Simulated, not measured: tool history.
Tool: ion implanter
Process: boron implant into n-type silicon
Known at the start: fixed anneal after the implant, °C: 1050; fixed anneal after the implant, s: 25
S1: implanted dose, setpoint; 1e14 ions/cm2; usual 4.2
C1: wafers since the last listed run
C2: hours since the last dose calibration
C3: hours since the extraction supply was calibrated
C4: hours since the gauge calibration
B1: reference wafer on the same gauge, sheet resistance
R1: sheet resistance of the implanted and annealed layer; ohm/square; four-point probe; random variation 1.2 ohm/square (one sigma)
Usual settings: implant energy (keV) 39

run 1 hour=0 | S1=4.2 implant_energy_(keV)=39 | C1=0 C2=927.1 C3=3125.1 C4=304.6 | B1=261.71 | R1=235
run 2 hour=9.4 | S1=4.2 implant_energy_(keV)=39 | C1=402 C2=936.5 C3=3134.5 C4=314 | B1=262.14 | R1=233.26
run 3 hour=23.5 | S1=4.2 implant_energy_(keV)=39 | C1=604 C2=950.6 C3=3148.6 C4=328.1 | B1=262.29 | R1=235.56
run 4 hour=40.6 | S1=4.2 implant_energy_(keV)=39 | C1=732 C2=967.7 C3=3165.7 C4=345.2 | B1=261.93 | R1=237.12
run 5 hour=48.7 | S1=4.6 implant_energy_(keV)=39 | C1=347 C2=975.8 C3=3173.8 C4=353.3 | B1=262.27 | R1=217.89
run 6 hour=62.4 | S1=4.6 implant_energy_(keV)=39 | C1=586 C2=989.5 C3=3187.5 C4=367 | B1=261.91 | R1=217.92
run 7 hour=76.1 | S1=4.6 implant_energy_(keV)=39 | C1=586 C2=1003.2 C3=3201.2 C4=380.7 | B1=261.72 | R1=218.13
run 8 hour=91.2 | S1=4.81 implant_energy_(keV)=39 | C1=646 C2=1018.3 C3=3216.3 C4=395.8 | B1=261.94 | R1=209.83
run 9 hour=100.7 | S1=4.2 implant_energy_(keV)=42.5 | C1=407 C2=1027.8 C3=3225.8 C4=405.3 | B1=262.04 | R1=230.56
run 10 hour=115.4 | S1=4.2 implant_energy_(keV)=42.5 | C1=629 C2=1042.5 C3=3240.5 C4=420 | B1=261.45 | R1=231.86
run 11 hour=127.8 | S1=4.2 implant_energy_(keV)=39 | C1=531 C2=1054.9 C3=3252.9 C4=432.4 | B1=261.83 | R1=236.98
run 12 hour=142.4 | S1=4.2 implant_energy_(keV)=39 | C1=625 C2=1069.5 C3=3267.5 C4=447 | B1=261.54 | R1=234.8
run 13 hour=149.2 | S1=4.2 implant_energy_(keV)=39 | C1=291 C2=1076.3 C3=3274.3 C4=453.8 | B1=261.73 | R1=234.76
-- hour=159.4 Faraday cup replaced and dose calibrated
run 14 hour=166.6 | S1=4.2 implant_energy_(keV)=39 | C1=402 C2=7.2 C3=3291.7 C4=471.2 | B1=261.77 | R1=234.65
run 15 hour=182.3 | S1=4.2 implant_energy_(keV)=39 | C1=672 C2=22.9 C3=3307.4 C4=486.9 | B1=261.72 | R1=232.29
run 16 hour=199.6 | S1=4.2 implant_energy_(keV)=39 | C1=741 C2=40.2 C3=3324.7 C4=504.2 | B1=262.13 | R1=236.82
run 17 hour=211.8 | S1=4.73 implant_energy_(keV)=42.5 | C1=522 C2=52.4 C3=3336.9 C4=516.4 | B1=261.68 | R1=210.2
run 18 hour=221.5 | S1=5 implant_energy_(keV)=32 | C1=415 C2=62.1 C3=3346.6 C4=526.1 | B1=261.78 | R1=206.19
run 19 hour=232.8 | S1=3.58 implant_energy_(keV)=39 | C1=484 C2=73.4 C3=3357.9 C4=537.4 | B1=261.81 | R1=270.93
run 20 hour=248.7 | S1=5.22 implant_energy_(keV)=30 | C1=681 C2=89.3 C3=3373.8 C4=553.3 | B1=262.16 | R1=200.75
run 21 hour=264.5 | S1=4.2 implant_energy_(keV)=39 | C1=676 C2=105.1 C3=3389.6 C4=569.1 | B1=262.2 | R1=233.02
-- hour=281.6 extraction supply calibrated
run 22 hour=282.1 | S1=3.62 implant_energy_(keV)=39 | C1=411 C2=122.7 C3=0.5 C4=586.7 | B1=262.28 | R1=264.12
run 23 hour=292.8 | S1=4.2 implant_energy_(keV)=39 | C1=458 C2=133.4 C3=11.2 C4=597.4 | B1=261.92 | R1=232.02
run 24 hour=322 | S1=4.2 implant_energy_(keV)=39 | C1=1250 C2=162.6 C3=40.4 C4=626.6 | B1=262.45 | R1=234.47
run 25 hour=330.1 | S1=2.95 implant_energy_(keV)=50 | C1=347 C2=170.7 C3=48.5 C4=634.7 | B1=262.08 | R1=303.32
-- hour=334.9 gauge calibrated
run 26 hour=382.6 | S1=3.77 implant_energy_(keV)=52.5 | C1=2249 C2=223.2 C3=101 C4=47.7 | B1=262.22 | R1=248.92
run 27 hour=389.4 | S1=3.63 implant_energy_(keV)=47 | C1=291 C2=230 C3=107.8 C4=54.5 | B1=262.24 | R1=258.46
run 28 hour=396.3 | S1=4.2 implant_energy_(keV)=39 | C1=295 C2=236.9 C3=114.7 C4=61.4 | B1=261.57 | R1=235.24
run 29 hour=410.9 | S1=4.2 implant_energy_(keV)=27 | C1=625 C2=251.5 C3=129.3 C4=76 | B1=261.9 | R1=242.06
run 30 hour=431.6 | S1=3.73 implant_energy_(keV)=39 | C1=886 C2=272.2 C3=150 C4=96.7 | B1=261.63 | R1=257.8
run 31 hour=465.5 | S1=4.2 implant_energy_(keV)=27 | C1=1452 C2=306.1 C3=183.9 C4=130.6 | B1=262.21 | R1=244.95
run 32 hour=478.4 | S1=3.41 implant_energy_(keV)=28 | C1=552 C2=319 C3=196.8 C4=143.5 | B1=261.89 | R1=288.98
run 33 hour=514.6 | S1=2.95 implant_energy_(keV)=31.5 | C1=1550 C2=355.2 C3=233 C4=179.7 | B1=261.88 | R1=320.45
run 34 hour=523.1 | S1=4.2 implant_energy_(keV)=31.5 | C1=364 C2=363.7 C3=241.5 C4=188.2 | B1=261.97 | R1=238.97
run 35 hour=537.1 | S1=4.2 implant_energy_(keV)=39 | C1=599 C2=377.7 C3=255.5 C4=202.2 | B1=261.93 | R1=232.8
run 36 hour=551.4 | S1=3.57 implant_energy_(keV)=39 | C1=612 C2=392 C3=269.8 C4=216.5 | B1=261.88 | R1=267.24

Run 37 comes next. What will it give?
run 37 hour=569.2 | S1=4.2 implant_energy_(keV)=50.5 | C1=762 C2=409.8 C3=287.6 C4=234.3 | B1=? | R1=?

B1: 262.15
R1: 228.5 ohm/square
Without the tool's hidden state the same run would have given R1 228.5 ohm/square.

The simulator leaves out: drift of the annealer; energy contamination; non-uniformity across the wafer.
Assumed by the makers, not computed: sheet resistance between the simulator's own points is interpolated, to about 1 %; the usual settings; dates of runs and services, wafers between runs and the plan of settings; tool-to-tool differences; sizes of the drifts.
